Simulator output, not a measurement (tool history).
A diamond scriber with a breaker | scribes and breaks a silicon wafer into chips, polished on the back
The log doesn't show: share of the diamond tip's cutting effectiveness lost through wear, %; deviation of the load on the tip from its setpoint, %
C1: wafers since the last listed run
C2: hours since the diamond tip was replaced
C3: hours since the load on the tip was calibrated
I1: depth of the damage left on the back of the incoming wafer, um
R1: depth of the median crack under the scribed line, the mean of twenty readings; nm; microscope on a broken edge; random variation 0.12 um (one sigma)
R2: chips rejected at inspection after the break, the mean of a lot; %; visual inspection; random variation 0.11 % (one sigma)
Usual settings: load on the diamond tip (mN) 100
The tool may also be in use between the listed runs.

{"run": 1, "hour": 0.0, "load on the diamond tip (mN)": 100, "C1": 0, "C2": 865.2, "C3": 1160.1, "I1": 0.02, "R1": 7990, "R2": 6.31}
{"run": 2, "hour": 34.5, "load on the diamond tip (mN)": 100, "C1": 147, "C2": 899.7, "C3": 1194.6, "I1": 0.04, "R1": 7820, "R2": 6.9}
{"run": 3, "hour": 53.0, "load on the diamond tip (mN)": 100, "C1": 78, "C2": 918.2, "C3": 1213.1, "I1": 0.03, "R1": 7900, "R2": 7.88}
{"run": 4, "hour": 81.9, "load on the diamond tip (mN)": 100, "C1": 123, "C2": 947.1, "C3": 1242, "I1": 0.03, "R1": 7640, "R2": 8.15}
{"run": 5, "hour": 115.7, "load on the diamond tip (mN)": 118, "C1": 144, "C2": 980.9, "C3": 1275.8, "I1": 0.03, "R1": 8590, "R2": 1.47}
{"run": 6, "hour": 139.8, "load on the diamond tip (mN)": 118, "C1": 102, "C2": 1005, "C3": 1299.9, "I1": 0.01, "R1": 8630, "R2": 1.38}
{"run": 7, "hour": 173.9, "load on the diamond tip (mN)": 100, "C1": 145, "C2": 1039.1, "C3": 1334, "I1": 0.04, "R1": 7730, "R2": 8.53}
{"run": 8, "hour": 190.2, "load on the diamond tip (mN)": 100, "C1": 69, "C2": 1055.4, "C3": 1350.3, "I1": 0.01, "R1": 7740, "R2": 8.25}
{"hour": 205.3, "done": "diamond tip replaced by a new one"}
{"run": 9, "hour": 219.1, "load on the diamond tip (mN)": 71, "C1": 114, "C2": 13.8, "C3": 1379.2, "I1": 0.05, "R1": 5410, "R2": 69.35}
{"hour": 248.4, "done": "load on the tip recalibrated"}
{"hour": 273.7, "done": "diamond tip replaced by a new one, repeated, since the last time left the tool worse"}
{"run": 10, "hour": 298.4, "load on the diamond tip (mN)": 122, "C1": 320, "C2": 24.7, "C3": 50, "I1": 0.04, "R1": 10190, "R2": 7.59}
{"run": 11, "hour": 318.4, "load on the diamond tip (mN)": 114, "C1": 85, "C2": 44.7, "C3": 70, "I1": 0.03, "R1": 9390, "R2": 3.83}
{"run": 12, "hour": 342.7, "load on the diamond tip (mN)": 114, "C1": 103, "C2": 69, "C3": 94.3, "I1": 0.01, "R1": 9210, "R2": 4.46}
{"run": 13, "hour": 376.1, "load on the diamond tip (mN)": 117, "C1": 142, "C2": 102.4, "C3": 127.7, "I1": 0.01, "R1": 9860, "R2": 5.08}
{"run": 14, "hour": 392.8, "load on the diamond tip (mN)": 123, "C1": 71, "C2": 119.1, "C3": 144.4, "I1": 0.01, "R1": 9970, "R2": 9.34}
{"run": 15, "hour": 415.6, "load on the diamond tip (mN)": 82, "C1": 97, "C2": 141.9, "C3": 167.2, "I1": 0.03, "R1": 7550, "R2": 11.63}
{"run": 16, "hour": 429.1, "load on the diamond tip (mN)": 126, "C1": 57, "C2": 155.4, "C3": 180.7, "I1": 0.04, "R1": 10280, "R2": 8.87}

3 ways to go on from here, each from the tool as it stands after run 16. What would each give?
{"run": "A", "hour": 429.7, "load on the diamond tip (mN)": 70, "C1": 2, "C2": 156, "C3": 181.3, "I1": 0.05, "R1": "?", "R2": "?"}
{"run": "B", "hour": 429.7, "load on the diamond tip (mN)": 78, "C1": 2, "C2": 156, "C3": 181.3, "I1": 0.05, "R1": "?", "R2": "?"}
{"run": "C", "hour": 429.7, "load on the diamond tip (mN)": 90, "C1": 2, "C2": 156, "C3": 181.3, "I1": 0.05, "R1": "?", "R2": "?"}

run=A R1=6680 R2=26.19
run=B R1=7210 R2=15.12
run=C R1=7970 R2=4.68
Without the tool's hidden state the same runs would have given:
run=A R1=6810 R2=23.17
run=B R1=7350 R2=12.63
run=C R1=8120 R2=3.4

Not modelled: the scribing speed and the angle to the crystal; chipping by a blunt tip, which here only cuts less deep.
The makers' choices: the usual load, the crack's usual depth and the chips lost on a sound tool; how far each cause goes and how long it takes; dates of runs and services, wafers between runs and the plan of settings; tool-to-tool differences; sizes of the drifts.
